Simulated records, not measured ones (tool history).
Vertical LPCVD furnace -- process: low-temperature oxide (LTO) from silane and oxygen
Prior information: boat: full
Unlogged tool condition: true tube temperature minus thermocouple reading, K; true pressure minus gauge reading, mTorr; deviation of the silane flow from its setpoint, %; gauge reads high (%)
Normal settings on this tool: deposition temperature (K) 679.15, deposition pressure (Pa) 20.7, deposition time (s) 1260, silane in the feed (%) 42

run	hour	deposition temperature (K)	deposition pressure (Pa)	deposition time (s)	silane in the feed (%)	wafers since the last listed run	hours since the last temperature calibration	hours since the pressure gauge was zeroed	hours since the silane flow controller was replaced	hours since the gauge calibration	read-back reference wafer on the same gauge, thickness	film thickness on the monitor wafer in the middle of the boat (angstrom)
1	0	679.15	20.7	1260	42	0	1953	2988.4	1782.3	110.6	169.93	1577.5
2	17.8	679.15	20.7	1260	42	277	1970.8	3006.2	1800.1	128.4	170.02	1582.7
3	38	679.15	20.7	1260	42	314	1991	3026.4	1820.3	148.6	169.94	1579.3
4	45.8	684.15	20.7	1260	42	121	1998.8	3034.2	1828.1	156.4	169.98	1662.9
5	55.7	684.15	20.7	1260	42	154	2008.7	3044.1	1838	166.3	169.96	1665.1
6	67.7	684.15	20.7	1260	42	187	2020.7	3056.1	1850	178.3	170	1666.5
7	75.8	679.15	20.7	1260	42	126	2028.8	3064.2	1858.1	186.4	170.06	1587.3
8	94.3	679.15	20.7	1260	42	288	2047.3	3082.7	1876.6	204.9	170.05	1585.5
9	110.5	679.15	20.7	1260	42	252	2063.5	3098.9	1892.8	221.1	170.01	1585.2
10	122.6	679.15	20.7	1260	42	188	2075.6	3111	1904.9	233.2	169.97	1584.1
11	134.7	679.15	16.7	1260	42	188	2087.7	3123.1	1917	245.3	170.03	1279
12	148.7	679.15	16.7	1260	42	218	2101.7	3137.1	1931	259.3	170	1278.1
# hour 175: pressure gauge zeroed
13	175.5	679.15	16.7	1260	42	43	2128.5	0.5	1957.8	286.1	169.99	1277.9
14	180.3	679.15	24	1260	42	74	2133.3	5.3	1962.6	290.9	169.98	1844.1
15	185.1	679.15	25.3	1260	48	74	2138.1	10.1	1967.4	295.7	170.04	2219.8
# hour 210.7: thermocouples replaced and temperature profile calibrated
# hour 222.4: silane flow controller replaced
16	234.8	683.15	18	1710	42	219	24.1	59.8	12.4	345.4	170	1910.2
17	242.9	679.15	20.7	1440	42	126	32.2	67.9	20.5	353.5	169.93	1761.8
# hour 244.4: gauge calibrated
18	251.3	679.15	19.3	1680	35	130	40.6	76.3	28.9	6.9	170.02	1544.3
19	271.5	679.15	20.7	1260	42	314	60.8	96.5	49.1	27.1	169.96	1545.3
20	297	679.15	20.7	1260	42	397	86.3	122	74.6	52.6	169.91	1550.9
21	304.8	679.15	18.7	1440	34	121	94.1	129.8	82.4	60.4	169.99	1225.7
22	314.5	679.15	20.7	1260	42	151	103.8	139.5	92.1	70.1	170.08	1546.8
23	328.7	685.15	20.7	1260	42	221	118	153.7	106.3	84.3	170.02	1645.4
24	344.7	685.15	20.7	1260	42	249	134	169.7	122.3	100.3	170.04	1643.3
25	355.6	679.15	20.7	1260	42	169	144.9	180.6	133.2	111.2	169.96	1545.5
26	371.9	686.15	18	1260	45	254	161.2	196.9	149.5	127.5	170.02	1560.6
27	385.7	672.15	16	1560	46	215	175	210.7	163.3	141.3	169.89	1511.6

List, for all runs, the conditions of the tool that the log does not record:
true pressure minus gauge reading, mTorr: 0 in every run
deviation of the silane flow from its setpoint, %: 0 in every run
gauge reads high (%): 0 in every run
H1: true tube temperature minus thermocouple reading, K
run	H1
1	2.47
2	2.51
3	2.56
4	2.58
5	2.6
6	2.63
7	2.65
8	2.7
9	2.74
10	2.77
11	2.8
12	2.84
13	2.91
14	2.92
15	2.93
16	0.484
17	0.485
18	0.485
19	0.486
20	0.489
21	0.49
22	0.491
23	0.493
24	0.495
25	0.497
26	0.5
27	0.503

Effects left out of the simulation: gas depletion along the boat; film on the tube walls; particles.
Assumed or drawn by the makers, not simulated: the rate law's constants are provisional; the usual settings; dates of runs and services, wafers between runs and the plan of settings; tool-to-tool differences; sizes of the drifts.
